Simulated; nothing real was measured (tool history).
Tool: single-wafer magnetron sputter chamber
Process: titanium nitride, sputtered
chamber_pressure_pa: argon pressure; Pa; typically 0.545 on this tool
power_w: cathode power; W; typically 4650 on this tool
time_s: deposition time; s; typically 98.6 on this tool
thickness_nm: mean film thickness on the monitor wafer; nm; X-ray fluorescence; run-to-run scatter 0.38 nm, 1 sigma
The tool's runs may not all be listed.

run     day  chamber_pressure_pa  power_w  time_s  wafers since the last listed run  wafers on the sputter target  hours since the last manometer calibration  hours since the magnet pack was replaced  hours since the gauge calibration  read-back reference wafer on the same gauge, thickness_nm  thickness_nm
  1   0.000                0.545     4650    93.1                                 0                          1292                                      1729.8                                   12335.2                              160.6                                                     76.869        70.994
  2   1.142                0.545     4650    93.1                               365                          1658                                      1757.2                                   12362.6                              188.0                                                     76.916        71.807
  3   2.058                0.545     4650    98.6                               293                          1952                                      1779.2                                   12384.6                              210.0                                                     76.872        74.310
  4   3.046                0.387     4650    98.6                               316                          2269                                      1802.9                                   12408.3                              233.7                                                     76.866        79.891
  5   3.617                0.387     4650    98.6                               182                          2452                                      1816.6                                   12422.0                              247.4                                                     76.993        78.801
  6   4.312                0.627     4650    98.6                               223                          2675                                      1833.3                                   12438.7                              264.1                                                     76.902        72.854
  7   4.975                0.627     4650    98.6                               212                          2887                                      1849.2                                   12454.6                              280.0                                                     76.834        72.158
      5.933  -- magnet pack replaced
  8   5.954                0.627     4650    98.6                               207                          3094                                      1872.7                                       0.5                              303.5                                                     76.800        72.649
      6.725  -- gauge calibrated
  9   6.883                0.416     5000   110.0                               297                          3392                                      1895.0                                      22.8                                3.8                                                     76.983        91.527
      7.554  -- capacitance manometer re-zeroed and calibrated
      7.704  -- sputter target and shields replaced
 10   8.021                0.545     4250    98.6                               209                           100                                        11.2                                      50.1                               31.1                                                     76.852        71.624
 11   9.479                0.545     4650    98.6                               467                           568                                        46.2                                      85.1                               66.1                                                     77.006        76.353
 12  10.183                0.419     4950   112.2                               225                           794                                        63.1                                     102.0                               83.0                                                     77.097        93.815
 13  11.212                0.545     4650    90.1                               329                          1123                                        87.8                                     126.7                              107.7                                                     76.957        68.869
 14  12.179                0.751     5350    98.6                               309                          1433                                       111.0                                     149.9                              130.9                                                     76.721        78.439
 15  13.096                0.545     4650    98.6                               293                          1727                                       133.0                                     171.9                              152.9                                                     76.878        76.261
 16  13.746                0.545     4650    85.3                               208                          1935                                       148.6                                     187.5                              168.5                                                     77.001        65.126
 17  14.996                0.545     4650    98.6                               400                          2336                                       178.6                                     217.5                              198.5                                                     76.919        75.167

Each row is a separate what-if for the run after 17, all from the same tool condition, not one after another. Results?
  A  15.012                0.545     4650    82.4                                 5                          2341                                       179.0                                     217.9                              198.9                                                          ?             ?
  B  15.012                0.413     4100   105.4                                 5                          2341                                       179.0                                     217.9                              198.9                                                          ?             ?
  C  15.012                0.652     3750   106.8                                 5                          2341                                       179.0                                     217.9                              198.9                                                          ?             ?

run  read-back reference wafer on the same gauge, thickness_nm  thickness_nm
  A                                                     76.838        62.474
  B                                                     76.838        76.556
  C                                                     76.838        67.065
Without the tool's hidden state the same runs would have given:
run  thickness_nm
  A        63.458
  B        77.762
  C        68.122
